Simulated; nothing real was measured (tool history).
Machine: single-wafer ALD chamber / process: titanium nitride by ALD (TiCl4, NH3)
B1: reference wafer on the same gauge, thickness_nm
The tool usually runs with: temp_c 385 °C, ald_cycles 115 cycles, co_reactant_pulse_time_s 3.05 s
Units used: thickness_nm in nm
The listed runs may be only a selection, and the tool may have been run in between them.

Run 1, day 0.000: usual settings; B1 2.400. Result: thickness_nm 2.556 nm.
Run 2, day 1.062: usual settings; B1 2.399. Result: thickness_nm 2.551 nm.
Run 3, day 2.512: usual settings; B1 2.399. Result: thickness_nm 2.559 nm.
Run 4, day 5.404: usual settings; B1 2.399. Result: thickness_nm 2.558 nm.
Run 5, day 7.442: usual settings; B1 2.399. Result: thickness_nm 2.552 nm.
Run 6, day 9.821: usual settings; B1 2.399. Result: thickness_nm 2.548 nm.
Run 7, day 12.412: usual settings; B1 2.400. Result: thickness_nm 2.544 nm.
Run 8, day 14.496: usual settings; B1 2.400. Result: thickness_nm 2.549 nm.
Run 9, day 17.333: usual settings; B1 2.402. Result: thickness_nm 2.554 nm.
Run 10, day 18.775: usual settings but temp_c 379 °C, co_reactant_pulse_time_s 3.76 s; B1 2.399. Result: thickness_nm 2.569 nm.
Run 11, day 27.488: usual settings but temp_c 379 °C, co_reactant_pulse_time_s 3.76 s; B1 2.399. Result: thickness_nm 2.570 nm.
Run 12, day 29.033: usual settings but temp_c 379 °C, co_reactant_pulse_time_s 3.76 s; B1 2.402. Result: thickness_nm 2.568 nm.
Run 13, day 30.438: usual settings; B1 2.401. Result: thickness_nm 2.554 nm.
Run 14, day 31.908: usual settings; B1 2.400. Result: thickness_nm 2.565 nm.
Run 15, day 33.142: usual settings but temp_c 391 °C, ald_cycles 135 cycles; B1 2.401. Result: thickness_nm 3.019 nm.
Run 16, day 35.538: usual settings but temp_c 394 °C, ald_cycles 137 cycles, co_reactant_pulse_time_s 3.96 s; B1 2.399. Result: thickness_nm 3.076 nm.
Run 17, day 37.125: usual settings; B1 2.401. Result: thickness_nm 2.557 nm.
Run 18, day 39.950: usual settings but ald_cycles 137 cycles, co_reactant_pulse_time_s 2.49 s; B1 2.400. Result: thickness_nm 3.022 nm.
Run 19, day 41.692: usual settings but temp_c 373 °C, ald_cycles 131 cycles, co_reactant_pulse_time_s 2.42 s; B1 2.401. Result: thickness_nm 2.862 nm.
Run 20, day 44.342: usual settings but ald_cycles 105 cycles; B1 2.400. Result: thickness_nm 2.337 nm.
At day 45.988: gauge calibrated.
Run 21, day 47.196: usual settings but temp_c 400 °C, ald_cycles 127 cycles, co_reactant_pulse_time_s 3.46 s; B1 2.401. Result: thickness_nm 2.851 nm.
Run 22, day 49.217: usual settings; B1 2.399. Result: thickness_nm 2.550 nm.
At day 49.779: showerhead replaced.
Run 23, day 50.717: usual settings but temp_c 379 °C, ald_cycles 108 cycles, co_reactant_pulse_time_s 3.43 s; B1 2.400. Result: thickness_nm 2.395 nm.
At day 53.042: thermocouple changed; heater temperature recalibrated.
Run 24, day 53.058: usual settings but ald_cycles 107 cycles, co_reactant_pulse_time_s 4.06 s; B1 2.401. Result: thickness_nm 2.391 nm.
Run 25, day 55.779: usual settings but ald_cycles 105 cycles; B1 2.399. Result: thickness_nm 2.336 nm.
Run 26, day 58.271: usual settings; B1 2.400. Result: thickness_nm 2.563 nm.
Run 27, day 61.888: usual settings but temp_c 378 °C, ald_cycles 97 cycles, co_reactant_pulse_time_s 2.63 s; B1 2.399. Result: thickness_nm 2.139 nm.
Run 28, day 63.046: usual settings but temp_c 400 °C, ald_cycles 107 cycles, co_reactant_pulse_time_s 1.87 s; B1 2.400. Result: thickness_nm 2.394 nm.
Run 29, day 65.475: usual settings but temp_c 398 °C, ald_cycles 131 cycles, co_reactant_pulse_time_s 4.02 s; B1 2.399. Result: thickness_nm 2.964 nm.
Run 30, day 66.721: usual settings but temp_c 377 °C, co_reactant_pulse_time_s 2.57 s; B1 2.400. Result: thickness_nm 2.534 nm.
Run 31, day 68.667: usual settings but ald_cycles 93 cycles; B1 2.399. Result: thickness_nm 2.073 nm.
Run 32, day 70.254: usual settings; B1 2.400. Result: thickness_nm 2.556 nm.
Run 33, day 72.033: usual settings but co_reactant_pulse_time_s 3.52 s; B1 2.401. Result: thickness_nm 2.562 nm.
Run 34, day 73.900: usual settings but temp_c 398 °C, co_reactant_pulse_time_s 1.89 s; B1 2.400. Result: thickness_nm 2.548 nm.
Run 35, day 79.429: usual settings; B1 2.400. Result: thickness_nm 2.552 nm.
Run 36, day 80.562: usual settings but ald_cycles 107 cycles, co_reactant_pulse_time_s 4.06 s; B1 2.400. Result: thickness_nm 2.394 nm.
Run 37, day 82.758: usual settings but co_reactant_pulse_time_s 2.45 s; B1 2.399. Result: thickness_nm 2.541 nm.
Run 38, day 85.483: usual settings but temp_c 377 °C, ald_cycles 124 cycles; B1 2.400. Result: thickness_nm 2.738 nm.
Run 39, day 87.904: usual settings but temp_c 394 °C, co_reactant_pulse_time_s 2.51 s; B1 2.401. Result: thickness_nm 2.556 nm.

Here are 5 independent what-if runs from the current tool condition. What would each one return?
Run A, day 87.933: usual settings; B1 ?. Result: thickness_nm ?.
Run B, day 87.933: usual settings but temp_c 377 °C, ald_cycles 125 cycles, co_reactant_pulse_time_s 2.05 s; B1 ?. Result: thickness_nm ?.
Run C, day 87.933: usual settings but ald_cycles 106 cycles; B1 ?. Result: thickness_nm ?.
Run D, day 87.933: usual settings but co_reactant_pulse_time_s 3.99 s; B1 ?. Result: thickness_nm ?.
Run E, day 87.933: usual settings but co_reactant_pulse_time_s 3.86 s; B1 ?. Result: thickness_nm ?.

run     B1  thickness_nm
  A  2.402         2.548
  B  2.402         2.726
  C  2.402         2.349
  D  2.402         2.565
  E  2.402         2.563
Without the tool's unlogged condition, the same runs would have read:
run  thickness_nm
  A         2.548
  B         2.726
  C         2.349
  D         2.565
  E         2.563
